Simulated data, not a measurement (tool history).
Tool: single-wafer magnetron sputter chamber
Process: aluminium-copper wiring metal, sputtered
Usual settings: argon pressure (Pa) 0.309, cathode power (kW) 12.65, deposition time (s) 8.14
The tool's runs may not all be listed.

run,day,argon pressure (Pa),cathode power (kW),deposition time (s),wafers since the last listed run,wafers on the sputter target,hours since the last manometer calibration,hours since the magnet pack was replaced,hours since the gauge calibration,"read-back reference wafer on the same gauge, thickness_nm",mean film thickness on the monitor wafer (angstrom)
1,0,0.309,12.65,8.14,0,6862,1081.2,5858.8,315.4,171.984,2040.46
2,1.55,0.309,12.65,8.14,972,7834,1118.4,5896,352.6,171.938,2042.74
3,3.979,0.309,12.65,8.14,1523,9358,1176.7,5954.3,410.9,172.063,2042.61
# day 5.096: sputter target and shields replaced
4,5.938,0.309,12.65,8.14,1019,527,1223.7,6001.3,457.9,171.953,2042.46
5,8.633,0.309,12.65,8.14,1691,2218,1288.4,6066,522.6,172.029,2044.35
6,10.212,0.309,12.65,8.14,990,3209,1326.3,6103.9,560.5,172.032,2038.73
7,12.529,0.257,12.65,8.14,1453,4662,1381.9,6159.5,616.1,172.028,2107.81
# day 13.762: capacitance manometer re-zeroed and calibrated
8,16.492,0.341,14.35,6.97,2276,6939,65.5,6254.6,711.2,171.995,1898.08
# day 18.425: sputter target and shields replaced
9,18.446,0.309,12.65,7.48,1016,12,112.4,6301.5,758.1,172.032,1875.87
# day 22.362: gauge calibrated
10,22.833,0.218,11.7,8.14,2752,2764,217.7,6406.8,11.3,172.02,2027.01
# day 23.504: magnet pack replaced
11,25.125,0.309,12.65,7.24,1228,3993,272.7,38.9,66.3,172.04,1816.6
12,27.788,0.371,15.1,9.09,1670,5663,336.6,102.8,130.2,171.991,2546.52
13,31.488,0.309,12.65,8.14,2321,7984,425.4,191.6,219,172.025,2041.18
# day 31.858: sputter target and shields replaced
14,34.492,0.383,15.75,8.14,1675,1650,497.5,263.7,291.1,171.988,2329.42

Forecast each of these 4 alternatives for the next run:
A,34.508,0.309,12.65,8.14,10,1661,497.9,264.1,291.5,?,?
B,34.508,0.249,10.05,8.68,10,1661,497.9,264.1,291.5,?,?
C,34.508,0.222,12.65,8.14,10,1661,497.9,264.1,291.5,?,?
D,34.508,0.309,12.65,9.71,10,1661,497.9,264.1,291.5,?,?

run,"read-back reference wafer on the same gauge, thickness_nm",mean film thickness on the monitor wafer (angstrom)
A,172.002,2036.7
B,172.002,1881.39
C,172.002,2154.61
D,172.002,2429.53
Without the tool's hidden state the same runs would have given:
run,mean film thickness on the monitor wafer (angstrom)
A,2036.7
B,1881.39
C,2154.61
D,2429.53

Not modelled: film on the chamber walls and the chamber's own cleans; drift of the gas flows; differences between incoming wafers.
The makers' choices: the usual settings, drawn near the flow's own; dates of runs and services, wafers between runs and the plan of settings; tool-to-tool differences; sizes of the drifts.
